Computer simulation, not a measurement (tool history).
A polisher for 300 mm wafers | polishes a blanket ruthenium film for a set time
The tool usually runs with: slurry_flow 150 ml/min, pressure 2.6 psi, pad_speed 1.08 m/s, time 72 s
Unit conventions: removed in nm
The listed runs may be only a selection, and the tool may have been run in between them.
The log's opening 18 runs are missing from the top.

run,hour,slurry_flow,pressure,pad_speed,time,wafers since the last listed run,wafers polished on this pad,hours since the slurry nozzle was cleaned,hours since the head pressure was calibrated,"incoming thickness of the incoming film, nm",removed
# hour 1283.4: slurry nozzle cleaned
19,1283.9,150,2.0,1.18,72,503,4607,0.5,276.3,395.3,100.7
20,1343.1,120,2.6,1.08,78,666,5274,59.7,335.5,399.3,119.2
21,1443.7,150,1.7,1.08,72,1133,6407,160.3,436.1,400.1,81.8
22,1498.8,105,3.0,1.08,72,620,7028,215.4,491.2,400.4,121.8
# hour 1544.2: worn pad replaced by a new one
23,1581.1,165,2.6,1.08,72,882,415,297.7,573.5,392.8,114.4
24,1649.6,150,2.2,1.08,72,771,1186,366.2,642.0,396.2,97.5
25,1741.4,110,2.6,1.08,49,1034,2221,458.0,733.8,394.7,71.9
# hour 1818.3: slurry nozzle cleaned
26,1820.7,150,2.6,1.08,72,882,3103,2.4,813.1,399.5,112.9
27,1888.6,165,2.6,1.08,72,764,3868,70.3,881.0,404.1,114.7
# hour 1894.2: head pressure recalibrated
28,1987.2,150,2.6,1.08,72,1088,4956,168.9,93.0,393.6,112.8
29,2091.5,105,2.6,1.08,50,1175,6131,273.2,197.3,404.5,75.1
# hour 2157.3: worn pad replaced by a new one
30,2196.3,150,2.6,1.08,54,1135,439,378.0,302.1,399.8,84.6
31,2259.3,125,1.7,1.36,72,709,1149,441.0,365.1,405.1,97.8
32,2363.4,150,1.8,1.24,72,1172,2321,545.1,469.2,400.5,94.2
33,2452.0,150,2.6,1.08,72,998,3320,633.7,557.8,398.5,109.1
# hour 2496.7: slurry nozzle cleaned
34,2543.4,180,2.9,0.70,56,1018,4338,46.7,649.2,401.2,65.3
35,2637.3,150,2.6,1.20,80,1057,5396,140.6,743.1,400.0,137.5
36,2682.0,150,2.6,1.08,72,503,5900,185.3,787.8,398.5,113.3
# hour 2689.6: worn pad replaced by a new one
37,2751.0,150,2.2,1.36,79,732,691,254.3,856.8,398.8,134.8
38,2848.0,135,3.1,1.44,52,1092,1784,351.3,953.8,394.1,121.1

3 options for the next run, each taken on its own from the tool as it stands now. Forecast them:
A,2848.5,150,2.6,1.08,72,5,1789,351.8,954.3,403.1,?
B,2848.5,150,3.0,1.08,51,5,1789,351.8,954.3,403.1,?
C,2848.5,150,2.0,1.08,72,5,1789,351.8,954.3,403.1,?

run,removed
A,111.8
B,89.1
C,90.9
Take away the tool's hidden state, keep each run's random variation, and the runs would have read:
run,removed
A,113.7
B,90.6
C,92.5
